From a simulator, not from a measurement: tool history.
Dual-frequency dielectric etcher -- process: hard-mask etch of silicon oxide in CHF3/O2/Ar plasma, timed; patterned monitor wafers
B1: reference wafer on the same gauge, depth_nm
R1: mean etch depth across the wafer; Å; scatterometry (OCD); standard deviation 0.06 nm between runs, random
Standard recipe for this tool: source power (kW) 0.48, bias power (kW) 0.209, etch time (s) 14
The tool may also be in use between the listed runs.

run 1 hour=0 | source_power_(kW)=0.48 bias_power_(kW)=0.209 etch_time_(s)=14 | B1=24.79 | R1=296.5
run 2 hour=12.1 | source_power_(kW)=0.48 bias_power_(kW)=0.209 etch_time_(s)=14 | B1=24.81 | R1=295.8
run 3 hour=24.6 | source_power_(kW)=0.48 bias_power_(kW)=0.209 etch_time_(s)=14 | B1=24.81 | R1=296
run 4 hour=48.7 | source_power_(kW)=0.48 bias_power_(kW)=0.192 etch_time_(s)=14 | B1=24.8 | R1=288.1
run 5 hour=66.1 | source_power_(kW)=0.48 bias_power_(kW)=0.192 etch_time_(s)=14 | B1=24.79 | R1=287.7
run 6 hour=75.9 | source_power_(kW)=0.48 bias_power_(kW)=0.209 etch_time_(s)=14 | B1=24.81 | R1=296.1
run 7 hour=82.7 | source_power_(kW)=0.48 bias_power_(kW)=0.209 etch_time_(s)=14 | B1=24.81 | R1=295
run 8 hour=95.5 | source_power_(kW)=0.48 bias_power_(kW)=0.209 etch_time_(s)=14 | B1=24.81 | R1=294.8
-- hour=125.4 upper electrode replaced
run 9 hour=125.9 | source_power_(kW)=0.48 bias_power_(kW)=0.209 etch_time_(s)=14 | B1=24.8 | R1=294.6
run 10 hour=126.2 | source_power_(kW)=0.48 bias_power_(kW)=0.209 etch_time_(s)=14 | B1=24.78 | R1=295.7
-- hour=130 bias power generator calibrated
run 11 hour=130.5 | source_power_(kW)=0.48 bias_power_(kW)=0.209 etch_time_(s)=14 | B1=24.8 | R1=294.7
-- hour=192.6 wet clean of the chamber
run 12 hour=193.1 | source_power_(kW)=0.48 bias_power_(kW)=0.209 etch_time_(s)=14 | B1=24.8 | R1=291.4
run 13 hour=193.4 | source_power_(kW)=0.48 bias_power_(kW)=0.166 etch_time_(s)=10.5 | B1=24.82 | R1=203.3
run 14 hour=200.7 | source_power_(kW)=0.48 bias_power_(kW)=0.251 etch_time_(s)=14 | B1=24.8 | R1=309.5
-- hour=204.3 gauge calibrated
run 15 hour=212.2 | source_power_(kW)=0.41 bias_power_(kW)=0.179 etch_time_(s)=14 | B1=24.8 | R1=260.7
run 16 hour=219.1 | source_power_(kW)=0.48 bias_power_(kW)=0.209 etch_time_(s)=14 | B1=24.82 | R1=290.6
run 17 hour=228.8 | source_power_(kW)=0.45 bias_power_(kW)=0.209 etch_time_(s)=11.5 | B1=24.78 | R1=233
run 18 hour=246.6 | source_power_(kW)=0.48 bias_power_(kW)=0.209 etch_time_(s)=14 | B1=24.79 | R1=290.3
run 19 hour=256.7 | source_power_(kW)=0.48 bias_power_(kW)=0.209 etch_time_(s)=14 | B1=24.82 | R1=290.7
run 20 hour=263.5 | source_power_(kW)=0.48 bias_power_(kW)=0.209 etch_time_(s)=14 | B1=24.8 | R1=290.2
-- hour=273.8 source power generator calibrated
-- hour=291.5 wet clean of the chamber, repeated, since the last time left the tool worse
run 21 hour=292 | source_power_(kW)=0.48 bias_power_(kW)=0.209 etch_time_(s)=14 | B1=24.81 | R1=298.1
run 22 hour=292.3 | source_power_(kW)=0.48 bias_power_(kW)=0.209 etch_time_(s)=14 | B1=24.8 | R1=298.2
run 23 hour=298.3 | source_power_(kW)=0.48 bias_power_(kW)=0.226 etch_time_(s)=14 | B1=24.8 | R1=305.1
run 24 hour=306.1 | source_power_(kW)=0.48 bias_power_(kW)=0.209 etch_time_(s)=11 | B1=24.8 | R1=233.3
run 25 hour=319.3 | source_power_(kW)=0.4 bias_power_(kW)=0.16 etch_time_(s)=16 | B1=24.77 | R1=291.7
run 26 hour=328.2 | source_power_(kW)=0.59 bias_power_(kW)=0.194 etch_time_(s)=14 | B1=24.8 | R1=313.6
run 27 hour=339.5 | source_power_(kW)=0.37 bias_power_(kW)=0.176 etch_time_(s)=15 | B1=24.8 | R1=273.8
run 28 hour=351.2 | source_power_(kW)=0.48 bias_power_(kW)=0.209 etch_time_(s)=14 | B1=24.8 | R1=297.7
run 29 hour=362.2 | source_power_(kW)=0.48 bias_power_(kW)=0.173 etch_time_(s)=14 | B1=24.78 | R1=280.1

Hidden state or all else? Some run-to-run changes of R1, split into what the settings, what came in and random variation would give without the hidden state, and what is left for the hidden state (with any gauge scatter that isn't in both results):
The hidden state here: etch rate over this chamber's usual, %; source power that arrives over what is set, %; bias power that arrives over what is set, %; gauge reads high (%).
Run 11 -> 12: wet clean of the chamber. R1 -3.3 Å: hidden state -4.1, all else +0.8.
Run 12 -> 13: bias power (kW) 0.209 -> 0.166, etch time (s) 14 -> 10.5. R1 -88.1 Å: hidden state +2.2, all else -90.3.
Run 13 -> 14: bias power (kW) 0.166 -> 0.251, etch time (s) 10.5 -> 14. R1 +106.2 Å: hidden state -2.8, all else +109.
Run 20 -> 21: source power generator calibrated, wet clean of the chamber, repeated, since the last time left the tool worse. R1 +7.9 Å: hidden state +7.8, all else +0.1.
